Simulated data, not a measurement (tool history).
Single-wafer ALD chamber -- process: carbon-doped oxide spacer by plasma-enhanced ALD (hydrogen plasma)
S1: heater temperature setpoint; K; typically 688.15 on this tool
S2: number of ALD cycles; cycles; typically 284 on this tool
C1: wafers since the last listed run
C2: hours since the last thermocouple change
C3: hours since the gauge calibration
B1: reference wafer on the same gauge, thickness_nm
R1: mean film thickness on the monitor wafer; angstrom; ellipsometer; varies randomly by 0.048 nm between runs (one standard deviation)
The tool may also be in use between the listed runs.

run 1 day=0.000 | S1=688.15 S2=284 | C1=0 C2=271.9 C3=792.2 | B1=14.996 | R1=135.92
run 2 day=3.442 | S1=688.15 S2=284 | C1=138 C2=354.5 C3=874.8 | B1=14.995 | R1=136.79
run 3 day=6.679 | S1=688.15 S2=284 | C1=129 C2=432.2 C3=952.5 | B1=15.005 | R1=135.96
run 4 day=10.679 | S1=688.15 S2=284 | C1=160 C2=528.2 C3=1048.5 | B1=15.009 | R1=136.56
run 5 day=14.217 | S1=688.15 S2=284 | C1=141 C2=613.1 C3=1133.4 | B1=15.010 | R1=135.70
run 6 day=27.671 | S1=688.15 S2=308 | C1=540 C2=936.0 C3=1456.3 | B1=15.008 | R1=145.83
run 7 day=29.238 | S1=697.15 S2=284 | C1=62 C2=973.6 C3=1493.9 | B1=15.002 | R1=132.11
run 8 day=32.767 | S1=697.15 S2=284 | C1=141 C2=1058.3 C3=1578.6 | B1=15.001 | R1=130.78
-- day=35.175 thermocouple changed; heater temperature recalibrated
run 9 day=37.008 | S1=675.15 S2=240 | C1=156 C2=44.0 C3=1680.4 | B1=15.009 | R1=120.76
-- day=37.142 gauge calibrated
run 10 day=39.817 | S1=688.15 S2=284 | C1=112 C2=111.4 C3=64.2 | B1=14.995 | R1=137.68
run 11 day=44.242 | S1=701.15 S2=284 | C1=177 C2=217.6 C3=170.4 | B1=14.998 | R1=131.87
run 12 day=48.408 | S1=688.15 S2=284 | C1=167 C2=317.6 C3=270.4 | B1=14.998 | R1=137.11
run 13 day=50.042 | S1=682.15 S2=236 | C1=65 C2=356.8 C3=309.6 | B1=15.008 | R1=115.69
run 14 day=54.479 | S1=688.15 S2=284 | C1=178 C2=463.3 C3=416.1 | B1=14.996 | R1=136.87
run 15 day=56.258 | S1=678.15 S2=246 | C1=71 C2=506.0 C3=458.8 | B1=14.997 | R1=121.92
run 16 day=60.696 | S1=677.15 S2=253 | C1=178 C2=612.5 C3=565.3 | B1=15.006 | R1=126.32
run 17 day=62.862 | S1=684.15 S2=238 | C1=86 C2=664.5 C3=617.3 | B1=14.993 | R1=115.60

What if the next run were any one of these 3? Each begins from the tool's condition after run 17:
run A day=62.896 | S1=688.15 S2=236 | C1=1 C2=665.3 C3=618.1 | B1=? | R1=?
run B day=62.896 | S1=698.15 S2=322 | C1=1 C2=665.3 C3=618.1 | B1=? | R1=?
run C day=62.896 | S1=684.15 S2=261 | C1=1 C2=665.3 C3=618.1 | B1=? | R1=?

run=A B1=14.994 R1=113.05
run=B B1=14.994 R1=149.79
run=C B1=14.994 R1=126.46
What these runs would have given with no unlogged condition in the tool:
run=A R1=114.72
run=B R1=152.08
run=C R1=128.32
